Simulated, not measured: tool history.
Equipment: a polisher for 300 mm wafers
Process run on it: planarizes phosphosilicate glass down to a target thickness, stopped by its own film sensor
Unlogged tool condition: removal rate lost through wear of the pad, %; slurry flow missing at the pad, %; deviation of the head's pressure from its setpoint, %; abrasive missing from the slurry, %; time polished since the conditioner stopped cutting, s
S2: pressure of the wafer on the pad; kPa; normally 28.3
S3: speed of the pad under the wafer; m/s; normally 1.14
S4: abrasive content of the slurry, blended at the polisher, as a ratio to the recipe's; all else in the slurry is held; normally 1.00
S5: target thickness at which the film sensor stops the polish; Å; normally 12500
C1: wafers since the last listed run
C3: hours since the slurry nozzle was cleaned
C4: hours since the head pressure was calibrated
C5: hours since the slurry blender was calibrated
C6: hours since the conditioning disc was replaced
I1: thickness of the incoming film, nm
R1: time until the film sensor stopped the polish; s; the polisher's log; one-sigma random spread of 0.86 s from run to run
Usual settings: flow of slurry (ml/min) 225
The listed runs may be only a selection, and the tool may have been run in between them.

Run 1, hour 0.0: usual settings but S4 1.15; C1 0; wafers polished on this pad 260; C3 471.1; C4 1163.5; C5 91.4; C6 251.1; I1 2136.3. Result: R1 62.5 s.
Run 2, hour 16.0: usual settings but S4 1.15; C1 113; wafers polished on this pad 373; C3 487.1; C4 1179.5; C5 107.4; C6 267.1; I1 2158.5. Result: R1 65.7 s.
Run 3, hour 27.8: usual settings but flow of slurry (ml/min) 265; C1 83; wafers polished on this pad 457; C3 498.9; C4 1191.3; C5 119.2; C6 278.9; I1 2088.4. Result: R1 63.7 s.
Run 4, hour 38.6: usual settings but flow of slurry (ml/min) 265; C1 76; wafers polished on this pad 533; C3 509.7; C4 1202.1; C5 130.0; C6 289.7; I1 2116.8. Result: R1 66.0 s.
Run 5, hour 48.2: usual settings but flow of slurry (ml/min) 265; C1 67; wafers polished on this pad 601; C3 519.3; C4 1211.7; C5 139.6; C6 299.3; I1 2125.3. Result: R1 68.1 s.
Run 6, hour 58.5: usual settings but S2 22.8 kPa; C1 72; wafers polished on this pad 674; C3 529.6; C4 1222.0; C5 149.9; C6 309.6; I1 2140.7. Result: R1 87.8 s.
Run 7, hour 67.2: usual settings but S2 22.8 kPa; C1 61; wafers polished on this pad 735; C3 538.3; C4 1230.7; C5 158.6; C6 318.3; I1 2109.4. Result: R1 83.3 s.
Run 8, hour 73.9: usual settings but S2 22.8 kPa; C1 47; wafers polished on this pad 782; C3 545.0; C4 1237.4; C5 165.3; C6 325.0; I1 2110.4. Result: R1 85.0 s.
Run 9, hour 81.5: usual settings but S2 31.7 kPa, S5 13710 Å; C1 53; wafers polished on this pad 836; C3 552.6; C4 1245.0; C5 172.9; C6 332.6; I1 2138.9. Result: R1 53.2 s.
Run 10, hour 87.6: usual settings but S2 31.7 kPa, S5 13710 Å; C1 43; wafers polished on this pad 879; C3 558.7; C4 1251.1; C5 179.0; C6 338.7; I1 2149.0. Result: R1 53.8 s.
Run 11, hour 95.3: usual settings; C1 54; wafers polished on this pad 934; C3 566.4; C4 1258.8; C5 186.7; C6 346.4; I1 2148.3. Result: R1 72.9 s.
Run 12, hour 112.7: usual settings but flow of slurry (ml/min) 280, S2 33.1 kPa, S3 1.28 m/s; C1 122; wafers polished on this pad 1057; C3 583.8; C4 1276.2; C5 204.1; C6 363.8; I1 2127.6. Result: R1 53.6 s.
At hour 121.1: conditioning disc replaced and pad reconditioned.
At hour 124.8: worn pad replaced by a new one.
Run 13, hour 129.9: usual settings but flow of slurry (ml/min) 165, S4 1.15; C1 81; wafers polished on this pad 35; C3 601.0; C4 1293.4; C5 221.3; C6 8.8; I1 2160.6. Result: R1 73.6 s.
Run 14, hour 141.5: usual settings but S4 0.90; C1 81; wafers polished on this pad 117; C3 612.6; C4 1305.0; C5 232.9; C6 20.4; I1 2164.9. Result: R1 82.8 s.
Run 15, hour 154.6: usual settings but flow of slurry (ml/min) 255, S2 19.3 kPa, S4 0.90, S5 14470 Å; C1 92; wafers polished on this pad 210; C3 625.7; C4 1318.1; C5 246.0; C6 33.5; I1 2135.5. Result: R1 92.7 s.
At hour 168.0: worn pad replaced by a new one, repeated, since the last time left the tool worse.
At hour 172.2: slurry blender recalibrated.
At hour 195.7: head pressure recalibrated.
Run 16, hour 207.4: usual settings but S3 1.46 m/s; C1 316; wafers polished on this pad 249; C3 678.5; C4 11.7; C5 35.2; C6 86.3; I1 2112.8. Result: R1 54.3 s.
At hour 211.4: slurry nozzle cleaned.
Run 17, hour 216.7: usual settings but S2 31.0 kPa; C1 58; wafers polished on this pad 308; C3 5.3; C4 21.0; C5 44.5; C6 95.6; I1 2087.0. Result: R1 58.5 s.
Run 18, hour 234.6: usual settings but S2 31.0 kPa, S3 1.40 m/s, S5 14830 Å; C1 126; wafers polished on this pad 435; C3 23.2; C4 38.9; C5 62.4; C6 113.5; I1 2164.9. Result: R1 42.3 s.
Run 19, hour 260.3: usual settings; C1 181; wafers polished on this pad 616; C3 48.9; C4 64.6; C5 88.1; C6 139.2; I1 2175.7. Result: R1 73.3 s.
Run 20, hour 277.2: usual settings but flow of slurry (ml/min) 260, S4 1.20; C1 119; wafers polished on this pad 736; C3 65.8; C4 81.5; C5 105.0; C6 156.1; I1 2111.2. Result: R1 61.1 s.
Run 21, hour 292.2: usual settings but flow of slurry (ml/min) 195, S2 22.8 kPa, S4 0.80; C1 106; wafers polished on this pad 842; C3 80.8; C4 96.5; C5 120.0; C6 171.1; I1 2126.4. Result: R1 100.7 s.

4 ways to go on from here, each from the tool as it stands after run 21. What would each give?
Run A, hour 292.6: usual settings but S2 35.9 kPa; C1 2; wafers polished on this pad 845; C3 81.2; C4 96.9; C5 120.4; C6 171.5; I1 2157.2. Result: R1 ?.
Run B, hour 292.6: usual settings but S2 25.5 kPa; C1 2; wafers polished on this pad 845; C3 81.2; C4 96.9; C5 120.4; C6 171.5; I1 2157.2. Result: R1 ?.
Run C, hour 292.6: usual settings but flow of slurry (ml/min) 170, S3 0.80 m/s, S4 1.20, S5 13410 Å; C1 2; wafers polished on this pad 845; C3 81.2; C4 96.9; C5 120.4; C6 171.5; I1 2157.2. Result: R1 ?.
Run D, hour 292.6: usual settings but S5 10790 Å; C1 2; wafers polished on this pad 845; C3 81.2; C4 96.9; C5 120.4; C6 171.5; I1 2157.2. Result: R1 ?.

run    R1
  A  57.3
  B  80.5
  C  82.3
  D  86.4
Take away the tool's hidden state, keep each run's random variation, and the runs would have read:
run    R1
  A  52.2
  B  73.4
  C  75.0
  D  78.7
